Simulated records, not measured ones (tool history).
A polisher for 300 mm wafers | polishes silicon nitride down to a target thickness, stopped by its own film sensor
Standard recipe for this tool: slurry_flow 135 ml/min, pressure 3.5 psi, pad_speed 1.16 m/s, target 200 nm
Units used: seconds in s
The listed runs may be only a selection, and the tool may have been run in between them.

run	hour	slurry_flow	pressure	pad_speed	target	wafers since the last listed run	wafers polished on this pad	hours since the slurry nozzle was cleaned	hours since the head pressure was calibrated	incoming thickness of the incoming film, nm	seconds
1	0.0	135	3.5	1.16	200	0	780	601.3	1351.7	329.3	77.4
2	8.7	135	4.3	1.46	200	68	849	610.0	1360.4	328.3	54.5
3	19.4	135	4.3	1.46	200	83	932	620.7	1371.1	326.1	54.1
# hour 23.9: worn pad replaced by a new one
4	34.3	120	3.5	1.16	200	85	81	635.6	1386.0	323.8	72.4
5	58.6	120	3.5	1.16	200	190	271	659.9	1410.3	326.1	73.0
6	66.5	120	3.5	1.16	200	61	333	667.8	1418.2	326.0	73.7
7	80.1	135	3.5	1.40	200	106	439	681.4	1431.8	329.1	64.2
8	93.4	135	3.5	1.42	200	104	543	694.7	1445.1	327.3	64.1
9	106.7	135	3.5	1.16	200	104	648	708.0	1458.4	329.2	78.6
10	116.6	135	3.5	1.16	200	77	725	717.9	1468.3	330.1	76.9
11	123.5	135	3.5	1.16	200	53	779	724.8	1475.2	328.6	78.9
12	131.2	160	3.0	0.88	177	60	839	732.5	1482.9	330.2	130.8
# hour 137.9: worn pad replaced by a new one
# hour 141.0: slurry nozzle cleaned
13	143.5	175	4.0	0.94	200	57	35	2.5	1495.2	331.3	74.1
14	154.0	135	3.5	1.16	168	82	118	13.0	1505.7	325.2	86.4
15	171.5	135	3.5	1.16	161	136	255	30.5	1523.2	336.1	97.7
# hour 177.2: head pressure recalibrated
16	188.7	105	4.2	1.48	200	118	373	47.7	11.5	333.2	55.6
17	203.0	135	3.5	1.16	200	111	485	62.0	25.8	324.2	72.2
18	212.4	170	3.5	1.16	159	73	559	71.4	35.2	325.4	96.2
19	229.0	175	2.9	0.84	185	129	689	88.0	51.8	331.2	126.9
# hour 234.3: worn pad replaced by a new one
20	235.4	135	4.2	0.94	200	18	8	94.4	58.2	328.0	73.2
21	245.1	110	3.5	1.16	212	75	84	104.1	67.9	331.6	68.0
22	262.2	110	2.9	1.16	242	133	218	121.2	85.0	328.8	60.5
23	271.5	135	3.5	1.16	200	72	290	130.5	94.3	326.5	69.3

Alternative continuations, all from the tool just after run 23; predict every row:
A	271.9	135	3.5	1.16	200	3	293	130.9	94.7	328.4	?
B	271.9	150	4.3	0.82	200	3	293	130.9	94.7	328.4	?
C	271.9	135	3.5	1.16	170	3	293	130.9	94.7	328.4	?
D	271.9	135	3.5	1.16	220	3	293	130.9	94.7	328.4	?

run	seconds
A	73.1
B	80.1
C	90.2
D	61.7
Take away the tool's hidden state, keep each run's random variation, and the runs would have read:
run	seconds
A	70.5
B	77.2
C	86.9
D	59.5
